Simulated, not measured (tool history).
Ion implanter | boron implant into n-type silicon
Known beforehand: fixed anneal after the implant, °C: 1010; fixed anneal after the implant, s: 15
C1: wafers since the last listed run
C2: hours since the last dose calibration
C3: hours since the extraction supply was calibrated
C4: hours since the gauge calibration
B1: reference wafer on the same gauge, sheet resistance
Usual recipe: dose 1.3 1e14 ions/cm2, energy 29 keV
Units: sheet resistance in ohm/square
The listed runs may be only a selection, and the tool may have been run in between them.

Run 1, day 0: usual settings; C1 0; C2 1350.5; C3 1692.3; C4 834.9; B1 722.66. Result: sheet resistance 640.84 ohm/square.
Run 2, day 3.892: usual settings; C1 2182; C2 1443.9; C3 1785.7; C4 928.3; B1 723.35. Result: sheet resistance 637.17 ohm/square.
Run 3, day 7.938: usual settings; C1 2268; C2 1541; C3 1882.8; C4 1025.4; B1 723.95. Result: sheet resistance 641.26 ohm/square.
Run 4, day 10.654: usual settings but dose 1.47 1e14 ions/cm2, energy 34.5 keV; C1 1523; C2 1606.2; C3 1948; C4 1090.6; B1 724.3. Result: sheet resistance 571.28 ohm/square.
Run 5, day 13.692: usual settings but dose 1.47 1e14 ions/cm2, energy 34.5 keV; C1 1703; C2 1679.1; C3 2020.9; C4 1163.5; B1 724.2. Result: sheet resistance 571.93 ohm/square.
Run 6, day 17.258: usual settings but dose 1.47 1e14 ions/cm2, energy 34.5 keV; C1 2000; C2 1764.7; C3 2106.5; C4 1249.1; B1 725.31. Result: sheet resistance 573.51 ohm/square.
At day 19.004: gauge calibrated.
Run 7, day 20.354: usual settings; C1 1736; C2 1839; C3 2180.8; C4 32.4; B1 694.43. Result: sheet resistance 613.9 ohm/square.
Run 8, day 22.675: usual settings; C1 1301; C2 1894.7; C3 2236.5; C4 88.1; B1 698.8. Result: sheet resistance 621.3 ohm/square.
Run 9, day 25.329: usual settings but dose 1.69 1e14 ions/cm2, energy 39 keV; C1 1488; C2 1958.4; C3 2300.2; C4 151.8; B1 702.12. Result: sheet resistance 492.85 ohm/square.
At day 28.388: Faraday cup replaced and dose calibrated.
Run 10, day 29.054: usual settings but dose 0.99 1e14 ions/cm2, energy 36.5 keV; C1 1902; C2 16; C3 2389.6; C4 241.2; B1 707.82. Result: sheet resistance 730.58 ohm/square.
At day 33.529: extraction supply calibrated.
Run 11, day 39.712: usual settings but energy 20 keV; C1 5790; C2 271.8; C3 148.4; C4 497; B1 716.29. Result: sheet resistance 683.02 ohm/square.
Run 12, day 42.742: usual settings but dose 1.42 1e14 ions/cm2, energy 35 keV; C1 1698; C2 344.5; C3 221.1; C4 569.7; B1 717.5. Result: sheet resistance 580.22 ohm/square.
Run 13, day 46.154: usual settings but dose 1.51 1e14 ions/cm2, energy 36.5 keV; C1 1913; C2 426.4; C3 303; C4 651.6; B1 719.69. Result: sheet resistance 551.87 ohm/square.
Run 14, day 48.083: usual settings but dose 0.99 1e14 ions/cm2, energy 26.5 keV; C1 1081; C2 472.7; C3 349.3; C4 697.9; B1 720.02. Result: sheet resistance 791.33 ohm/square.
Run 15, day 50.879: usual settings but dose 1.51 1e14 ions/cm2, energy 36.5 keV; C1 1567; C2 539.8; C3 416.4; C4 765; B1 720.03. Result: sheet resistance 553.14 ohm/square.
Run 16, day 53.9: usual settings but dose 1.47 1e14 ions/cm2, energy 34.5 keV; C1 1694; C2 612.3; C3 488.9; C4 837.5; B1 721.73. Result: sheet resistance 567.66 ohm/square.
Run 17, day 57.371: usual settings but dose 1.42 1e14 ions/cm2, energy 35 keV; C1 1946; C2 695.6; C3 572.2; C4 920.8; B1 723.05. Result: sheet resistance 585.19 ohm/square.

5 options for the next run, each taken on its own from the tool as it stands now. Forecast them:
Run A, day 57.388: usual settings but dose 0.91 1e14 ions/cm2; C1 9; C2 696; C3 572.6; C4 921.2; B1 ?. Result: sheet resistance ?.
Run B, day 57.388: usual settings but dose 0.93 1e14 ions/cm2; C1 9; C2 696; C3 572.6; C4 921.2; B1 ?. Result: sheet resistance ?.
Run C, day 57.388: usual settings but dose 1.04 1e14 ions/cm2, energy 22.5 keV; C1 9; C2 696; C3 572.6; C4 921.2; B1 ?. Result: sheet resistance ?.
Run D, day 57.388: usual settings but dose 0.98 1e14 ions/cm2, energy 19 keV; C1 9; C2 696; C3 572.6; C4 921.2; B1 ?. Result: sheet resistance ?.
Run E, day 57.388: usual settings but dose 1 1e14 ions/cm2, energy 36 keV; C1 9; C2 696; C3 572.6; C4 921.2; B1 ?. Result: sheet resistance ?.

run      B1  sheet resistance
  A  722.61            832.46
  B  722.61            819.63
  C  722.61            793.02
  D  722.61            854.19
  E  722.61             745.8
Without the tool's unlogged condition, the same runs would have read:
run  sheet resistance
  A            796.08
  B            783.81
  C            758.37
  D            816.86
  E            713.21

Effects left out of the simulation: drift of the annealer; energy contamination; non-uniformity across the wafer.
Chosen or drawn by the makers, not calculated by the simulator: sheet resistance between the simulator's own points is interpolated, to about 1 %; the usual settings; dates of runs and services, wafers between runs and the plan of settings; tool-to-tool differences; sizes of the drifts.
